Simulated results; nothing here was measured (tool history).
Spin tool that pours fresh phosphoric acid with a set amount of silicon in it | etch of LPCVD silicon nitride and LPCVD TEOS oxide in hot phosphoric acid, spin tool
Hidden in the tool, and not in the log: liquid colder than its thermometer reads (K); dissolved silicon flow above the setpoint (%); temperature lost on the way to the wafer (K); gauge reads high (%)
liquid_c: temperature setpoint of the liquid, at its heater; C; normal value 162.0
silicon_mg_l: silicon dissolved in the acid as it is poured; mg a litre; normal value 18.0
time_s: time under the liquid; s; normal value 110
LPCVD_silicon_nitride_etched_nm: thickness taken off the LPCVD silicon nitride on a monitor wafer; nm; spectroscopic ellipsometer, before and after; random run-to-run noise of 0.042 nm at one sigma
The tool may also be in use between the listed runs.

run	hour	liquid_c	silicon_mg_l	time_s	wafers since the last listed run	hours since the thermometer was replaced	hours since the dissolved silicon flow meter was replaced	hours since the heated supply line was repaired	hours since the gauge calibration	read-back film thickness of the LPCVD silicon nitride reference wafer, read on the same gauge (nm)	LPCVD_silicon_nitride_etched_nm
1	0.0	162.0	18.0	110	0	1632.2	671.8	2987.9	1090.0	130.00	8.54
# hour 35.1: heated supply line repaired
2	61.5	162.0	18.0	110	511	1693.7	733.3	26.4	1151.5	130.00	8.92
3	112.8	162.0	18.0	110	433	1745.0	784.6	77.7	1202.8	130.01	8.95
4	386.6	162.0	18.0	110	2315	2018.8	1058.4	351.5	1476.6	130.00	8.86
5	447.0	162.0	14.5	135	510	2079.2	1118.8	411.9	1537.0	129.95	10.93
6	539.2	162.0	18.0	110	779	2171.4	1211.0	504.1	1629.2	130.01	8.93
7	586.2	161.0	25.5	175	397	2218.4	1258.0	551.1	1676.2	130.00	13.62
# hour 636.2: dissolved silicon flow meter replaced
8	659.7	162.0	5.0	150	613	2291.9	23.5	624.6	1749.7	129.99	12.00
# hour 712.9: thermometer replaced
9	729.7	162.0	18.0	110	583	16.8	93.5	694.6	1819.7	130.00	8.88
10	789.8	164.5	32.0	110	508	76.9	153.6	754.7	1879.8	129.98	9.59
11	836.1	164.0	13.5	110	391	123.2	199.9	801.0	1926.1	130.00	9.35
12	916.2	159.5	9.0	50	677	203.3	280.0	881.1	2006.2	130.01	3.71
13	1234.9	163.5	25.0	170	2695	522.0	598.7	1199.8	2324.9	130.00	14.28
# hour 1268.6: gauge calibrated
14	1338.3	164.0	31.5	135	874	625.4	702.1	1303.2	69.7	130.01	11.41
15	1380.0	160.5	32.0	175	352	667.1	743.8	1344.9	111.4	129.99	13.28
16	1480.1	162.0	32.0	110	846	767.2	843.9	1445.0	211.5	130.01	8.82
17	1532.7	163.5	12.0	130	444	819.8	896.5	1497.6	264.1	129.99	10.95
18	1570.3	160.5	23.0	110	317	857.4	934.1	1535.2	301.7	129.99	8.37
19	1610.4	162.0	18.0	110	339	897.5	974.2	1575.3	341.8	130.02	8.84
20	1699.2	162.0	4.0	110	750	986.3	1063.0	1664.1	430.6	130.00	8.75
21	1866.3	164.5	18.0	110	1413	1153.4	1230.1	1831.2	597.7	129.98	9.50

Hidden state, per run?
liquid colder than its thermometer reads (K): 0 across all the runs
dissolved silicon flow above the setpoint (%): 0 across all the runs
gauge reads high (%): 0 across all the runs
H1: temperature lost on the way to the wafer (K)
run	H1
1	1.11
2	0.0388
3	0.0563
4	0.15
5	0.171
6	0.202
7	0.218
8	0.243
9	0.267
10	0.288
11	0.304
12	0.331
13	0.44
14	0.476
15	0.49
16	0.524
17	0.542
18	0.555
19	0.569
20	0.599
21	0.656
